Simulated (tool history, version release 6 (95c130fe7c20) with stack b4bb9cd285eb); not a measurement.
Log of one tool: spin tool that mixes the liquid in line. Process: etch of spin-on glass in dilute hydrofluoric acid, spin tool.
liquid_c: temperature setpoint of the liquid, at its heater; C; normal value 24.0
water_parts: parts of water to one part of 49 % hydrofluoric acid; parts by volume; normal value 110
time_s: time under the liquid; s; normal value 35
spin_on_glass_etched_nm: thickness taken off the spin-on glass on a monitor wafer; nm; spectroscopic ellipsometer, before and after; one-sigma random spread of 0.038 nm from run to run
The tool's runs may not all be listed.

| run | hour | liquid_c | water_parts | time_s | wafers since the last listed run | hours since the thermometer was replaced | hours since the hydrofluoric acid flow meter was replaced | hours since the gauge calibration | read-back film thickness of the spin-on glass reference wafer, read on the same gauge (nm) | spin_on_glass_etched_nm |
|---|---|---|---|---|---|---|---|---|---|---|
| 1 | 0.0 | 24.0 | 110 | 35 | 0 | 1127.3 | 1346.8 | 579.9 | 90.03 | 8.52 |
| 2 | 53.8 | 24.0 | 110 | 35 | 487 | 1181.1 | 1400.6 | 633.7 | 89.98 | 8.45 |
| 3 | 121.4 | 24.0 | 85 | 35 | 612 | 1248.7 | 1468.2 | 701.3 | 90.03 | 11.31 |
| 4 | 151.2 | 24.0 | 125 | 35 | 270 | 1278.5 | 1498.0 | 731.1 | 90.01 | 7.28 |
| 5 | 218.6 | 21.0 | 110 | 35 | 610 | 1345.9 | 1565.4 | 798.5 | 90.03 | 7.47 |
| 6 | 283.4 | 21.0 | 110 | 35 | 587 | 1410.7 | 1630.2 | 863.3 | 89.97 | 7.42 |
| 7 | 310.2 | 24.0 | 110 | 35 | 242 | 1437.5 | 1657.0 | 890.1 | 89.98 | 8.35 |
| 8 | 357.4 | 24.0 | 110 | 50 | 427 | 1484.7 | 1704.2 | 937.3 | 90.00 | 11.95 |
| 9 | 387.3 | 24.0 | 110 | 50 | 270 | 1514.6 | 1734.1 | 967.2 | 90.02 | 11.94 |
| 10 | 445.1 | 24.0 | 110 | 30 | 523 | 1572.4 | 1791.9 | 1025.0 | 89.98 | 7.11 |
| 11 | 483.2 | 24.0 | 110 | 30 | 345 | 1610.5 | 1830.0 | 1063.1 | 90.00 | 7.15 |
| 12 | 543.9 | 24.0 | 110 | 30 | 549 | 1671.2 | 1890.7 | 1123.8 | 90.04 | 7.11 |
| 13 | 615.2 | 24.0 | 130 | 35 | 646 | 1742.5 | 1962.0 | 1195.1 | 90.06 | 6.82 |
|  | 666.8 | gauge calibrated |
| 14 | 679.0 | 24.0 | 130 | 35 | 578 | 1806.3 | 2025.8 | 12.2 | 89.98 | 6.78 |
|  | 701.3 | thermometer replaced |
| 15 | 709.9 | 24.0 | 150 | 25 | 270 | 8.6 | 2056.7 | 43.1 | 90.00 | 4.22 |
|  | 725.9 | hydrofluoric acid flow meter replaced |
| 16 | 774.1 | 22.5 | 65 | 40 | 572 | 72.8 | 48.2 | 107.3 | 90.01 | 17.31 |
| 17 | 838.0 | 24.0 | 110 | 45 | 578 | 136.7 | 112.1 | 171.2 | 90.00 | 11.48 |
| 18 | 907.2 | 24.0 | 110 | 50 | 627 | 205.9 | 181.3 | 240.4 | 90.00 | 12.84 |
| 19 | 944.1 | 24.0 | 110 | 35 | 334 | 242.8 | 218.2 | 277.3 | 89.98 | 8.92 |
| 20 | 1097.5 | 24.0 | 110 | 35 | 1389 | 396.2 | 371.6 | 430.7 | 89.96 | 8.84 |
| 21 | 1137.2 | 22.5 | 165 | 45 | 359 | 435.9 | 411.3 | 470.4 | 90.02 | 6.76 |
| 22 | 1165.0 | 24.0 | 95 | 35 | 251 | 463.7 | 439.1 | 498.2 | 89.99 | 10.47 |
| 23 | 1228.3 | 26.5 | 110 | 35 | 573 | 527.0 | 502.4 | 561.5 | 89.94 | 9.74 |
| 24 | 1265.3 | 22.5 | 155 | 30 | 335 | 564.0 | 539.4 | 598.5 | 90.01 | 4.76 |
| 25 | 1311.8 | 24.0 | 110 | 50 | 421 | 610.5 | 585.9 | 645.0 | 89.98 | 12.50 |
| 26 | 1372.9 | 19.5 | 110 | 35 | 553 | 671.6 | 647.0 | 706.1 | 89.98 | 7.25 |
| 27 | 1444.3 | 19.5 | 110 | 35 | 646 | 743.0 | 718.4 | 777.5 | 90.01 | 7.32 |
| 28 | 1508.1 | 20.5 | 165 | 25 | 578 | 806.8 | 782.2 | 841.3 | 89.99 | 3.37 |

Selected run-to-run steps in spin_on_glass_etched_nm, each split into two signed amounts: the part the tool would show with no hidden state at all (from settings, incoming material and random variation), and the remainder, which goes to the hidden state together with any gauge scatter not common to the measured and the hidden-state-free results:
The hidden state here: liquid colder than its thermometer reads (K); hydrofluoric acid flow below the setpoint (%); gauge reads high (%).
Run 9 -> 10: time_s 50 -> 30. spin_on_glass_etched_nm -4.83 nm: hidden state +0.43, all else -5.26.
Run 14 -> 15: water_parts 130 -> 150, time_s 35 -> 25, thermometer replaced. spin_on_glass_etched_nm -2.56 nm: hidden state +0.40, all else -2.96.
Run 15 -> 16: liquid_c 24.0 -> 22.5, water_parts 150 -> 65, time_s 25 -> 40, hydrofluoric acid flow meter replaced. spin_on_glass_etched_nm +13.09 nm: hidden state +0.14, all else +12.95.
Run 24 -> 25: liquid_c 22.5 -> 24.0, water_parts 155 -> 110, time_s 30 -> 50. spin_on_glass_etched_nm +7.74 nm: hidden state -0.32, all else +8.06.
